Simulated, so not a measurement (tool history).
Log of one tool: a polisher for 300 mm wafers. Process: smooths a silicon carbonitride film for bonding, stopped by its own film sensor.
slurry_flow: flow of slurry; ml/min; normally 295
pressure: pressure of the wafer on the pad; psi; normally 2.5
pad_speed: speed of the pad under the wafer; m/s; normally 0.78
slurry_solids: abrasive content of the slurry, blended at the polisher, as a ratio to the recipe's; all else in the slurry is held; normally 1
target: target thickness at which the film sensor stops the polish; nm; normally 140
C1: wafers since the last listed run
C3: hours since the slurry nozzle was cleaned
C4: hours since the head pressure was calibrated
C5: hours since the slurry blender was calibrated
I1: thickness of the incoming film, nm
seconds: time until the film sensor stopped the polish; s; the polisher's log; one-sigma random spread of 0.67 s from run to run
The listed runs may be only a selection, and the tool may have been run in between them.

Run 1, hour 0: usual settings; C1 0; wafers polished on this pad 892; C3 263.4; C4 185.2; C5 112.5; I1 159.7. Result: seconds 83.8 s.
At hour 17.4: worn pad replaced by a new one.
Run 2, hour 19.8: usual settings but pad_speed 0.84 m/s; C1 227; wafers polished on this pad 34; C3 283.2; C4 205; C5 132.3; I1 158.5. Result: seconds 72.9 s.
Run 3, hour 28.8: usual settings but pad_speed 0.84 m/s; C1 129; wafers polished on this pad 164; C3 292.2; C4 214; C5 141.3; I1 160.9. Result: seconds 82.6 s.
Run 4, hour 40.3: usual settings; C1 165; wafers polished on this pad 329; C3 303.7; C4 225.5; C5 152.8; I1 159.7. Result: seconds 84.3 s.
Run 5, hour 49.3: usual settings; C1 129; wafers polished on this pad 459; C3 312.7; C4 234.5; C5 161.8; I1 162. Result: seconds 92.8 s.
Run 6, hour 64.8: usual settings; C1 223; wafers polished on this pad 682; C3 328.2; C4 250; C5 177.3; I1 159.1. Result: seconds 80.9 s.
Run 7, hour 73.6: usual settings; C1 126; wafers polished on this pad 809; C3 337; C4 258.8; C5 186.1; I1 161.6. Result: seconds 91 s.
At hour 95.7: worn pad replaced by a new one.
Run 8, hour 96.2: usual settings; C1 267; wafers polished on this pad 6; C3 359.6; C4 281.4; C5 208.7; I1 160.4. Result: seconds 86.7 s.
Run 9, hour 100: usual settings; C1 54; wafers polished on this pad 61; C3 363.4; C4 285.2; C5 212.5; I1 163. Result: seconds 96 s.
Run 10, hour 107.5: usual settings; C1 108; wafers polished on this pad 169; C3 370.9; C4 292.7; C5 220; I1 158. Result: seconds 76.6 s.
Run 11, hour 117.6: usual settings; C1 145; wafers polished on this pad 315; C3 381; C4 302.8; C5 230.1; I1 159.8. Result: seconds 84.1 s.
At hour 122: slurry nozzle cleaned.
Run 12, hour 128.5: usual settings; C1 142; wafers polished on this pad 457; C3 6.5; C4 313.7; C5 241; I1 158.1. Result: seconds 76.8 s.
Run 13, hour 135.1: usual settings but slurry_solids 1.15; C1 95; wafers polished on this pad 552; C3 13.1; C4 320.3; C5 247.6; I1 160.9. Result: seconds 85.8 s.
Run 14, hour 148.9: usual settings but slurry_solids 1.15; C1 198; wafers polished on this pad 751; C3 26.9; C4 334.1; C5 261.4; I1 157.5. Result: seconds 73 s.
Run 15, hour 161: usual settings but slurry_flow 265 ml/min, pressure 2.3 psi, slurry_solids 1.2, target 147 nm; C1 174; wafers polished on this pad 925; C3 39; C4 346.2; C5 273.5; I1 160. Result: seconds 57.5 s.
Run 16, hour 173.2: usual settings; C1 175; wafers polished on this pad 1101; C3 51.2; C4 358.4; C5 285.7; I1 160.1. Result: seconds 87.8 s.
Run 17, hour 183: usual settings; C1 141; wafers polished on this pad 1242; C3 61; C4 368.2; C5 295.5; I1 160.8. Result: seconds 90.1 s.
At hour 188.1: worn pad replaced by a new one.
Run 18, hour 198.8: usual settings but slurry_flow 335 ml/min, pressure 1.8 psi; C1 170; wafers polished on this pad 153; C3 76.8; C4 384; C5 311.3; I1 159.5. Result: seconds 117.1 s.
Run 19, hour 204.8: usual settings but slurry_flow 370 ml/min, pressure 3.1 psi, slurry_solids 0.9, target 146 nm; C1 86; wafers polished on this pad 240; C3 82.8; C4 390; C5 317.3; I1 156.9. Result: seconds 38.8 s.
Run 20, hour 221.8: usual settings but slurry_flow 195 ml/min, pressure 3.3 psi, slurry_solids 0.8, target 142 nm; C1 244; wafers polished on this pad 484; C3 99.8; C4 407; C5 334.3; I1 161.1. Result: seconds 70.3 s.
Run 21, hour 232: usual settings; C1 146; wafers polished on this pad 631; C3 110; C4 417.2; C5 344.5; I1 160.5. Result: seconds 90.1 s.
At hour 236.3: head pressure recalibrated.
At hour 239.6: slurry blender recalibrated.
Run 22, hour 240.1: usual settings; C1 59; wafers polished on this pad 690; C3 118.1; C4 3.8; C5 0.5; I1 160.4. Result: seconds 85.6 s.
Run 23, hour 248.7: usual settings but pressure 3 psi, pad_speed 0.92 m/s; C1 123; wafers polished on this pad 814; C3 126.7; C4 12.4; C5 9.1; I1 160.8. Result: seconds 63.5 s.
Run 24, hour 257.3: usual settings but target 143 nm; C1 123; wafers polished on this pad 938; C3 135.3; C4 21; C5 17.7; I1 158.4. Result: seconds 64.2 s.
Run 25, hour 269: usual settings; C1 168; wafers polished on this pad 1107; C3 147; C4 32.7; C5 29.4; I1 161.2. Result: seconds 88.1 s.
At hour 277: worn pad replaced by a new one.
Run 26, hour 279.3: usual settings but slurry_flow 330 ml/min; C1 90; wafers polished on this pad 33; C3 157.3; C4 43; C5 39.7; I1 160.8. Result: seconds 86.1 s.
Run 27, hour 290.3: usual settings but slurry_flow 230 ml/min, slurry_solids 1.15; C1 158; wafers polished on this pad 191; C3 168.3; C4 54; C5 50.7; I1 161.3. Result: seconds 86.2 s.
Run 28, hour 299.7: usual settings but slurry_flow 390 ml/min, pressure 3.2 psi, target 144 nm; C1 135; wafers polished on this pad 327; C3 177.7; C4 63.4; C5 60.1; I1 157.8. Result: seconds 44.1 s.

Hidden state at the last listed run before each entry between runs and at the first one after, where it differs:
After run 1, before run 2: worn pad replaced by a new one (hour 17.4)
  abrasive missing from the slurry, %: 1.9 -> 2.58
  measured result minus the result with no hidden state, seconds: +0.5 -> +0.5 s
After run 7, before run 8: worn pad replaced by a new one (hour 95.7)
  abrasive missing from the slurry, %: 5.01 -> 6.27
  measured result minus the result with no hidden state, seconds: +1.5 -> +1.7 s
After run 11, before run 12: slurry nozzle cleaned (hour 122)
  abrasive missing from the slurry, %: 7.59 -> 8.32
  measured result minus the result with no hidden state, seconds: +2.1 -> +2 s
After run 17, before run 18: worn pad replaced by a new one (hour 188.1)
  abrasive missing from the slurry, %: 12.5 -> 13.8
  measured result minus the result with no hidden state, seconds: +3.6 -> +5.3 s
After run 21, before run 22: head pressure recalibrated (hour 236.3); slurry blender recalibrated (hour 239.6)
  abrasive missing from the slurry, %: 16.9 -> 0.819
  measured result minus the result with no hidden state, seconds: +5 -> +0.2 s
After run 25, before run 26: worn pad replaced by a new one (hour 277)
  abrasive missing from the slurry, %: 0.941 -> 1.04
  measured result minus the result with no hidden state, seconds: +0.2 -> +0.3 s
